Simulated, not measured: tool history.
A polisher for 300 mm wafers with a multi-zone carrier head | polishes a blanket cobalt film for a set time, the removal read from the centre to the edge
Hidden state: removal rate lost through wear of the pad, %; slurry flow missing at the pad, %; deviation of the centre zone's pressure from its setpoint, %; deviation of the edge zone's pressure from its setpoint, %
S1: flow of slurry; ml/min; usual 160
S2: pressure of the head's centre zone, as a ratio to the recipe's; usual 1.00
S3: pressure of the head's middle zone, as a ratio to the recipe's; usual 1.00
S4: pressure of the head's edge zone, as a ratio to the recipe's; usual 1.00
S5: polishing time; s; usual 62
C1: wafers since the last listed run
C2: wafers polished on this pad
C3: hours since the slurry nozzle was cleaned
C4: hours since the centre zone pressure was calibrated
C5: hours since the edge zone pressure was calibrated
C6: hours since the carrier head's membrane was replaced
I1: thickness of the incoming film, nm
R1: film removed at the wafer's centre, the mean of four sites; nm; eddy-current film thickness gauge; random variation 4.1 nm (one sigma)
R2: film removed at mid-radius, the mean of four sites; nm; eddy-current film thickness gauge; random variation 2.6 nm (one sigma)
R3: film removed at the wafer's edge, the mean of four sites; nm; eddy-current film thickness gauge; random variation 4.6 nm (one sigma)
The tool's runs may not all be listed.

| run | day | S1 | S2 | S3 | S4 | S5 | C1 | C2 | C3 | C4 | C5 | C6 | I1 | R1 | R2 | R3 |
|---|---|---|---|---|---|---|---|---|---|---|---|---|---|---|---|---|
| 1 | 0.000 | 160 | 1.00 | 1.00 | 1.00 | 62 | 0 | 198 | 161.9 | 825.9 | 135.9 | 1413.4 | 792.0 | 326.2 | 315.0 | 329.2 |
| 2 | 1.217 | 160 | 1.00 | 1.00 | 1.00 | 62 | 377 | 576 | 191.1 | 855.1 | 165.1 | 1442.6 | 802.5 | 315.1 | 318.5 | 324.6 |
| 3 | 2.642 | 160 | 0.94 | 1.04 | 0.95 | 62 | 442 | 1018 | 225.3 | 889.3 | 199.3 | 1476.8 | 822.7 | 304.4 | 319.1 | 320.9 |
| 4 | 4.079 | 160 | 0.91 | 1.00 | 1.00 | 62 | 446 | 1464 | 259.8 | 923.8 | 233.8 | 1511.3 | 813.0 | 292.3 | 304.1 | 315.5 |
| 5 | 4.808 | 160 | 1.00 | 1.00 | 1.00 | 62 | 226 | 1691 | 277.3 | 941.3 | 251.3 | 1528.8 | 820.3 | 318.7 | 310.2 | 312.7 |
| 6 | 5.412 | 160 | 1.00 | 1.00 | 1.00 | 62 | 187 | 1878 | 291.8 | 955.8 | 265.8 | 1543.3 | 805.9 | 316.7 | 303.6 | 317.3 |
| 7 | 6.808 | 160 | 1.00 | 1.00 | 1.00 | 62 | 433 | 2311 | 325.3 | 989.3 | 299.3 | 1576.8 | 822.8 | 315.5 | 302.9 | 308.1 |
| 8 | 7.888 | 185 | 1.00 | 1.00 | 1.00 | 80 | 335 | 2646 | 351.2 | 1015.2 | 325.2 | 1602.7 | 796.4 | 401.6 | 394.3 | 410.7 |
|  | 8.900 | worn pad replaced by a new one |
| 9 | 9.208 | 160 | 1.00 | 1.00 | 1.00 | 62 | 358 | 95 | 382.9 | 1046.9 | 356.9 | 1634.4 | 805.5 | 325.0 | 313.5 | 331.1 |
|  | 10.112 | carrier head's membrane replaced by a new one |
| 10 | 10.133 | 160 | 0.95 | 1.00 | 1.00 | 62 | 222 | 318 | 405.1 | 1069.1 | 379.1 | 0.5 | 821.0 | 305.0 | 317.1 | 330.2 |
| 11 | 11.121 | 160 | 1.00 | 1.00 | 1.00 | 62 | 306 | 624 | 428.8 | 1092.8 | 402.8 | 24.2 | 803.5 | 325.3 | 312.4 | 320.1 |
|  | 11.738 | centre zone pressure recalibrated |
| 12 | 11.758 | 160 | 1.05 | 1.00 | 0.94 | 62 | 172 | 796 | 444.1 | 0.5 | 418.1 | 39.5 | 806.0 | 336.3 | 309.4 | 313.9 |
| 13 | 13.200 | 160 | 1.00 | 1.06 | 1.00 | 62 | 447 | 1244 | 478.7 | 35.1 | 452.7 | 74.1 | 803.1 | 315.3 | 325.4 | 323.9 |
|  | 14.129 | slurry nozzle cleaned |
| 14 | 14.604 | 160 | 1.00 | 1.07 | 1.00 | 62 | 422 | 1667 | 11.4 | 68.8 | 486.4 | 107.8 | 815.5 | 304.1 | 323.9 | 323.1 |
| 15 | 15.412 | 130 | 1.07 | 1.00 | 1.04 | 84 | 250 | 1918 | 30.8 | 88.2 | 505.8 | 127.2 | 813.8 | 428.4 | 403.2 | 429.4 |
| 16 | 16.783 | 160 | 1.00 | 0.97 | 1.03 | 50 | 425 | 2343 | 63.7 | 121.1 | 538.7 | 160.1 | 808.7 | 249.1 | 235.4 | 256.6 |
| 17 | 17.404 | 160 | 0.94 | 0.97 | 1.08 | 62 | 192 | 2536 | 78.6 | 136.0 | 553.6 | 175.0 | 821.5 | 286.7 | 294.0 | 318.1 |
|  | 18.371 | worn pad replaced by a new one |
| 18 | 18.638 | 140 | 1.00 | 1.00 | 1.00 | 62 | 331 | 82 | 108.2 | 165.6 | 583.2 | 204.6 | 808.0 | 308.1 | 310.4 | 328.4 |
| 19 | 19.542 | 160 | 0.92 | 1.00 | 1.05 | 49 | 280 | 363 | 129.9 | 187.3 | 604.9 | 226.3 | 819.9 | 236.7 | 251.8 | 264.1 |
| 20 | 20.496 | 160 | 1.00 | 1.00 | 1.00 | 62 | 296 | 659 | 152.8 | 210.2 | 627.8 | 249.2 | 810.3 | 324.8 | 316.9 | 325.8 |
| 21 | 21.317 | 160 | 1.00 | 1.08 | 1.00 | 51 | 254 | 914 | 172.5 | 229.9 | 647.5 | 268.9 | 815.2 | 264.4 | 278.1 | 259.4 |

What the log doesn't show, run by run:
slurry flow missing at the pad, %: 0 in every run
deviation of the centre zone's pressure from its setpoint, %: 0 in every run
deviation of the edge zone's pressure from its setpoint, %: 0 in every run
H1: removal rate lost through wear of the pad, %
| run | H1 |
|---|---|
| 1 | 0.825 |
| 2 | 1.6 |
| 3 | 2.52 |
| 4 | 3.44 |
| 5 | 3.91 |
| 6 | 4.29 |
| 7 | 5.19 |
| 8 | 5.88 |
| 9 | 0.539 |
| 10 | 1.13 |
| 11 | 1.76 |
| 12 | 2.17 |
| 13 | 3.1 |
| 14 | 4 |
| 15 | 4.51 |
| 16 | 5.39 |
| 17 | 5.79 |
| 18 | 0.592 |
| 19 | 1.17 |
| 20 | 1.78 |
| 21 | 2.31 |

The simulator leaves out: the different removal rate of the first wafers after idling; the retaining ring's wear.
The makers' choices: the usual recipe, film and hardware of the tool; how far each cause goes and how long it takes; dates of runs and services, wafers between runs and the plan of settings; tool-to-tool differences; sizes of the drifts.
